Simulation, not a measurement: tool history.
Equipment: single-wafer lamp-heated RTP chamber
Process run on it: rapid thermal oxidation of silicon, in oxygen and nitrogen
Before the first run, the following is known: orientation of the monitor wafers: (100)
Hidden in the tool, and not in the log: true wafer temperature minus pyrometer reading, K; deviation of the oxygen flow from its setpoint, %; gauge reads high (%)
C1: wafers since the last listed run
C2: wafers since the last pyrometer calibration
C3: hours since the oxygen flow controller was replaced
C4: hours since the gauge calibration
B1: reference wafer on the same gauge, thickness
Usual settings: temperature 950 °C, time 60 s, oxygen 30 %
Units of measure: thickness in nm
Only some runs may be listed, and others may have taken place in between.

run 1 hour=0 | temperature=950 time=60 oxygen=30 | C1=0 C2=6832 C3=3982.5 C4=452 | B1=3.232 | thickness=3.204
run 2 hour=69.1 | temperature=950 time=51 oxygen=30 | C1=324 C2=7156 C3=4051.6 C4=521.1 | B1=3.235 | thickness=3.082
-- hour=136.3 pyrometer window cleaned and pyrometer calibrated
run 3 hour=136.8 | temperature=950 time=51 oxygen=30 | C1=280 C2=2 C3=4119.3 C4=588.8 | B1=3.246 | thickness=3.074
run 4 hour=235.2 | temperature=950 time=74 oxygen=30 | C1=461 C2=464 C3=4217.7 C4=687.2 | B1=3.254 | thickness=3.393
run 5 hour=337 | temperature=950 time=74 oxygen=30 | C1=477 C2=941 C3=4319.5 C4=789 | B1=3.256 | thickness=3.44
run 6 hour=411.5 | temperature=950 time=74 oxygen=30 | C1=349 C2=1291 C3=4394 C4=863.5 | B1=3.269 | thickness=3.433
run 7 hour=516 | temperature=950 time=60 oxygen=46 | C1=490 C2=1781 C3=4498.5 C4=968 | B1=3.27 | thickness=3.54
run 8 hour=563.6 | temperature=950 time=60 oxygen=30 | C1=223 C2=2004 C3=4546.1 C4=1015.6 | B1=3.275 | thickness=3.216
run 9 hour=640.1 | temperature=950 time=60 oxygen=30 | C1=358 C2=2363 C3=4622.6 C4=1092.1 | B1=3.275 | thickness=3.261
run 10 hour=727.2 | temperature=950 time=60 oxygen=30 | C1=408 C2=2772 C3=4709.7 C4=1179.2 | B1=3.281 | thickness=3.247
run 11 hour=819.7 | temperature=950 time=60 oxygen=30 | C1=434 C2=3206 C3=4802.2 C4=1271.7 | B1=3.284 | thickness=3.261
run 12 hour=898.4 | temperature=950 time=60 oxygen=30 | C1=369 C2=3575 C3=4880.9 C4=1350.4 | B1=3.296 | thickness=3.248
run 13 hour=976.7 | temperature=950 time=60 oxygen=30 | C1=367 C2=3943 C3=4959.2 C4=1428.7 | B1=3.296 | thickness=3.253
run 14 hour=1083.3 | temperature=950 time=84 oxygen=30 | C1=500 C2=4443 C3=5065.8 C4=1535.3 | B1=3.301 | thickness=3.604
run 15 hour=1183.6 | temperature=950 time=60 oxygen=30 | C1=470 C2=4914 C3=5166.1 C4=1635.6 | B1=3.304 | thickness=3.252
run 16 hour=1280.1 | temperature=950 time=82 oxygen=24 | C1=452 C2=5366 C3=5262.6 C4=1732.1 | B1=3.314 | thickness=3.445
run 17 hour=1351.3 | temperature=950 time=60 oxygen=48 | C1=334 C2=5701 C3=5333.8 C4=1803.3 | B1=3.314 | thickness=3.653
-- hour=1412 gauge calibrated
run 18 hour=1543.6 | temperature=950 time=60 oxygen=48 | C1=902 C2=6603 C3=5526.1 C4=131.6 | B1=3.218 | thickness=3.527
run 19 hour=1603.9 | temperature=950 time=42 oxygen=17 | C1=282 C2=6886 C3=5586.4 C4=191.9 | B1=3.214 | thickness=2.691
run 20 hour=1645.7 | temperature=950 time=60 oxygen=30 | C1=196 C2=7082 C3=5628.2 C4=233.7 | B1=3.225 | thickness=3.193
run 21 hour=1714.1 | temperature=950 time=60 oxygen=30 | C1=320 C2=7403 C3=5696.6 C4=302.1 | B1=3.228 | thickness=3.183
run 22 hour=1782.6 | temperature=938 time=60 oxygen=30 | C1=321 C2=7724 C3=5765.1 C4=370.6 | B1=3.225 | thickness=3.027
run 23 hour=1865.4 | temperature=930 time=60 oxygen=57 | C1=388 C2=8113 C3=5847.9 C4=453.4 | B1=3.238 | thickness=3.307
run 24 hour=1964.2 | temperature=950 time=60 oxygen=30 | C1=463 C2=8576 C3=5946.7 C4=552.2 | B1=3.24 | thickness=3.231
-- hour=2031.8 pyrometer window cleaned and pyrometer calibrated
run 25 hour=2032.3 | temperature=950 time=34 oxygen=30 | C1=282 C2=2 C3=6014.8 C4=620.3 | B1=3.239 | thickness=2.76
run 26 hour=2195.8 | temperature=950 time=30 oxygen=30 | C1=767 C2=769 C3=6178.3 C4=783.8 | B1=3.26 | thickness=2.687
run 27 hour=2238.4 | temperature=950 time=60 oxygen=30 | C1=199 C2=969 C3=6220.9 C4=826.4 | B1=3.243 | thickness=3.206
-- hour=2254.8 oxygen flow controller replaced
run 28 hour=2315.9 | temperature=960 time=48 oxygen=59 | C1=326 C2=1295 C3=61.1 C4=903.9 | B1=3.258 | thickness=3.701
run 29 hour=2394.5 | temperature=950 time=60 oxygen=30 | C1=368 C2=1664 C3=139.7 C4=982.5 | B1=3.262 | thickness=3.249
run 30 hour=2480.2 | temperature=950 time=60 oxygen=30 | C1=402 C2=2066 C3=225.4 C4=1068.2 | B1=3.263 | thickness=3.19
run 31 hour=2583.3 | temperature=941 time=42 oxygen=45 | C1=483 C2=2550 C3=328.5 C4=1171.3 | B1=3.274 | thickness=3.046
run 32 hour=2669 | temperature=950 time=34 oxygen=17 | C1=402 C2=2952 C3=414.2 C4=1257 | B1=3.279 | thickness=2.594
run 33 hour=2767.4 | temperature=950 time=74 oxygen=50 | C1=461 C2=3413 C3=512.6 C4=1355.4 | B1=3.281 | thickness=3.914
run 34 hour=2899.2 | temperature=950 time=60 oxygen=30 | C1=618 C2=4032 C3=644.4 C4=1487.2 | B1=3.297 | thickness=3.238
run 35 hour=2975.5 | temperature=959 time=60 oxygen=42 | C1=358 C2=4390 C3=720.7 C4=1563.5 | B1=3.292 | thickness=3.681
run 36 hour=3014 | temperature=950 time=60 oxygen=30 | C1=180 C2=4571 C3=759.2 C4=1602 | B1=3.289 | thickness=3.257
run 37 hour=3066.4 | temperature=950 time=84 oxygen=41 | C1=245 C2=4816 C3=811.6 C4=1654.4 | B1=3.297 | thickness=3.904

Hidden condition of the tool, last listed run before each entry between runs versus first listed run after:
Between runs 2 and 3: pyrometer window cleaned and pyrometer calibrated (hour 136.3)
  gauge reads high (%): 1.11 -> 1.22
  measured result minus the result with no hidden state, thickness: +0.034 -> +0.037 nm
Between runs 17 and 18: gauge calibrated (hour 1412)
  gauge reads high (%): 3.23 -> 0.165
  measured result minus the result with no hidden state, thickness: +0.114 -> +0.006 nm
Between runs 24 and 25: pyrometer window cleaned and pyrometer calibrated (hour 2031.8)
  gauge reads high (%): 0.86 -> 0.973
  measured result minus the result with no hidden state, thickness: +0.027 -> +0.027 nm
Between runs 27 and 28: oxygen flow controller replaced (hour 2254.8)
  gauge reads high (%): 1.31 -> 1.44
  measured result minus the result with no hidden state, thickness: +0.042 -> +0.053 nm
